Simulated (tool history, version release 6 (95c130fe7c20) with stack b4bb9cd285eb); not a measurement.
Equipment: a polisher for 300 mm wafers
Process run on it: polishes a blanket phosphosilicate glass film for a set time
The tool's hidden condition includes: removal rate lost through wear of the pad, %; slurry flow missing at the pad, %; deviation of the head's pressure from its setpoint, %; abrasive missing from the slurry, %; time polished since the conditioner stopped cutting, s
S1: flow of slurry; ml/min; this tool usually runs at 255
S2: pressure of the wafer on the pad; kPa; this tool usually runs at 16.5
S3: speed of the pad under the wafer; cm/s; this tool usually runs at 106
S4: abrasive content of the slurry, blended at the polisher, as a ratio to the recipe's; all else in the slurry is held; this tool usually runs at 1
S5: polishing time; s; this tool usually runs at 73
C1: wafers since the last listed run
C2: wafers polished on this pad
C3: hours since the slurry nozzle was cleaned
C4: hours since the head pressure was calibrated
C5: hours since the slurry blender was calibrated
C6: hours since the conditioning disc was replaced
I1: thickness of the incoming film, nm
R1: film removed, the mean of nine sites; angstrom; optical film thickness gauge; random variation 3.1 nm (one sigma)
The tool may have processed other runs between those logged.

run 1 hour=0 | S1=255 S2=16.5 S3=106 S4=1 S5=73 | C1=0 C2=2388 C3=179.5 C4=866.9 C5=404.1 C6=151.4 | I1=4782.1 | R1=4166
run 2 hour=89 | S1=255 S2=16.5 S3=106 S4=1 S5=73 | C1=1041 C2=3430 C3=268.5 C4=955.9 C5=493.1 C6=240.4 | I1=4743.9 | R1=4140
-- hour=105.9 slurry blender recalibrated
run 3 hour=149.4 | S1=255 S2=16.5 S3=106 S4=1 S5=73 | C1=683 C2=4113 C3=328.9 C4=1016.3 C5=43.5 C6=300.8 | I1=4788.9 | R1=4480
run 4 hour=216.3 | S1=255 S2=16.5 S3=106 S4=1 S5=73 | C1=782 C2=4895 C3=395.8 C4=1083.2 C5=110.4 C6=367.7 | I1=4787.1 | R1=4325
-- hour=261.1 slurry nozzle cleaned
run 5 hour=274.2 | S1=255 S2=16.5 S3=106 S4=1 S5=73 | C1=665 C2=5561 C3=13.1 C4=1141.1 C5=168.3 C6=425.6 | I1=4789.2 | R1=4257
-- hour=314.8 worn pad replaced by a new one
-- hour=370.2 conditioning disc replaced and pad reconditioned
run 6 hour=440.2 | S1=255 S2=16.5 S3=106 S4=1 S5=73 | C1=1871 C2=1443 C3=179.1 C4=1307.1 C5=334.3 C6=70 | I1=4805 | R1=4201
-- hour=475 head pressure recalibrated
run 7 hour=545.3 | S1=255 S2=16.5 S3=106 S4=1 S5=73 | C1=1206 C2=2649 C3=284.2 C4=70.3 C5=439.4 C6=175.1 | I1=4793.4 | R1=4113
-- hour=585 slurry blender recalibrated
run 8 hour=595.4 | S1=255 S2=16.5 S3=106 S4=1 S5=73 | C1=562 C2=3212 C3=334.3 C4=120.4 C5=10.4 C6=225.2 | I1=4694.6 | R1=4483
-- hour=759.2 slurry nozzle cleaned
run 9 hour=762.1 | S1=255 S2=16.5 S3=106 S4=1 S5=73 | C1=1938 C2=5150 C3=2.9 C4=287.1 C5=177.1 C6=391.9 | I1=4764.7 | R1=4243
-- hour=773.1 worn pad replaced by a new one
run 10 hour=844.5 | S1=255 S2=16.5 S3=106 S4=1 S5=73 | C1=917 C2=835 C3=85.3 C4=369.5 C5=259.5 C6=474.3 | I1=4792.2 | R1=4169
-- hour=855.8 conditioning disc replaced and pad reconditioned
run 11 hour=915.1 | S1=255 S2=14.5 S3=106 S4=1 S5=73 | C1=802 C2=1638 C3=155.9 C4=440.1 C5=330.1 C6=59.3 | I1=4672.1 | R1=3751
run 12 hour=1015 | S1=230 S2=20.7 S3=128 S4=1 S5=55 | C1=1168 C2=2806 C3=255.8 C4=540 C5=430 C6=159.2 | I1=4689.1 | R1=4242
-- hour=1032 slurry blender recalibrated
run 13 hour=1084.3 | S1=280 S2=16.5 S3=106 S4=1 S5=89 | C1=787 C2=3593 C3=325.1 C4=609.3 C5=52.3 C6=228.5 | I1=4797.5 | R1=5386
run 14 hour=1175 | S1=185 S2=16.5 S3=106 S4=1 S5=73 | C1=1061 C2=4654 C3=415.8 C4=700 C5=143 C6=319.2 | I1=4744.5 | R1=4164
-- hour=1252.6 worn pad replaced by a new one
-- hour=1325.7 slurry nozzle cleaned
run 15 hour=1338.5 | S1=335 S2=11.7 S3=106 S4=1 S5=60 | C1=1854 C2=993 C3=12.8 C4=863.5 C5=306.5 C6=482.7 | I1=4748.7 | R1=2629
run 16 hour=1421.5 | S1=290 S2=16.5 S3=68 S4=1 S5=95 | C1=970 C2=1964 C3=95.8 C4=946.5 C5=389.5 C6=565.7 | I1=4697.8 | R1=3958
-- hour=1430.3 conditioning disc replaced and pad reconditioned
-- hour=1468.4 slurry blender recalibrated
run 17 hour=1668.7 | S1=255 S2=16.5 S3=106 S4=0.8 S5=97 | C1=2845 C2=4809 C3=343 C4=1193.7 C5=200.3 C6=238.4 | I1=4678.2 | R1=4963
-- hour=1688.2 worn pad replaced by a new one
run 18 hour=1730.7 | S1=255 S2=16.5 S3=106 S4=1 S5=73 | C1=678 C2=497 C3=405 C4=1255.7 C5=262.3 C6=300.4 | I1=4687.9 | R1=4183
run 19 hour=1830.5 | S1=255 S2=16.5 S3=142 S4=1 S5=86 | C1=1167 C2=1664 C3=504.8 C4=1355.5 C5=362.1 C6=400.2 | I1=4754.9 | R1=6074
-- hour=1853.9 slurry nozzle cleaned
run 20 hour=1887.1 | S1=185 S2=16.5 S3=106 S4=1 S5=73 | C1=650 C2=2315 C3=33.2 C4=1412.1 C5=418.7 C6=456.8 | I1=4781.2 | R1=3988
-- hour=1890.1 conditioning disc replaced and pad reconditioned
-- hour=1907.4 head pressure recalibrated
run 21 hour=1990.3 | S1=170 S2=13.8 S3=80 S4=1 S5=73 | C1=1160 C2=3475 C3=136.4 C4=82.9 C5=521.9 C6=100.2 | I1=4749.2 | R1=2761
-- hour=2038.1 slurry blender recalibrated
run 22 hour=2072 | S1=335 S2=16.5 S3=72 S4=1 S5=97 | C1=932 C2=4407 C3=218.1 C4=164.6 C5=33.9 C6=181.9 | I1=4822 | R1=4614
run 23 hour=2143 | S1=255 S2=16.5 S3=106 S4=1 S5=73 | C1=830 C2=5238 C3=289.1 C4=235.6 C5=104.9 C6=252.9 | I1=4767.6 | R1=4310
run 24 hour=2205 | S1=195 S2=14.5 S3=80 S4=1 S5=73 | C1=725 C2=5963 C3=351.1 C4=297.6 C5=166.9 C6=314.9 | I1=4742.6 | R1=3033

What if the next run were any one of these 5? Each begins from the tool's condition after run 24:
run A hour=2205.4 | S1=255 S2=16.5 S3=106 S4=1 S5=73 | C1=4 C2=5968 C3=351.5 C4=298 C5=167.3 C6=315.3 | I1=4724 | R1=?
run B hour=2205.4 | S1=195 S2=16.5 S3=122 S4=1.15 S5=73 | C1=4 C2=5968 C3=351.5 C4=298 C5=167.3 C6=315.3 | I1=4724 | R1=?
run C hour=2205.4 | S1=340 S2=19.3 S3=72 S4=1.25 S5=73 | C1=4 C2=5968 C3=351.5 C4=298 C5=167.3 C6=315.3 | I1=4724 | R1=?
run D hour=2205.4 | S1=255 S2=12.4 S3=132 S4=1 S5=73 | C1=4 C2=5968 C3=351.5 C4=298 C5=167.3 C6=315.3 | I1=4724 | R1=?
run E hour=2205.4 | S1=255 S2=13.1 S3=106 S4=1 S5=73 | C1=4 C2=5968 C3=351.5 C4=298 C5=167.3 C6=315.3 | I1=4724 | R1=?

run=A R1=4283
run=B R1=4974
run=C R1=4230
run=D R1=3979
run=E R1=3530
Without the tool's hidden state the same runs would have given:
run=A R1=4545
run=B R1=5252
run=C R1=4454
run=D R1=4222
run=E R1=3745
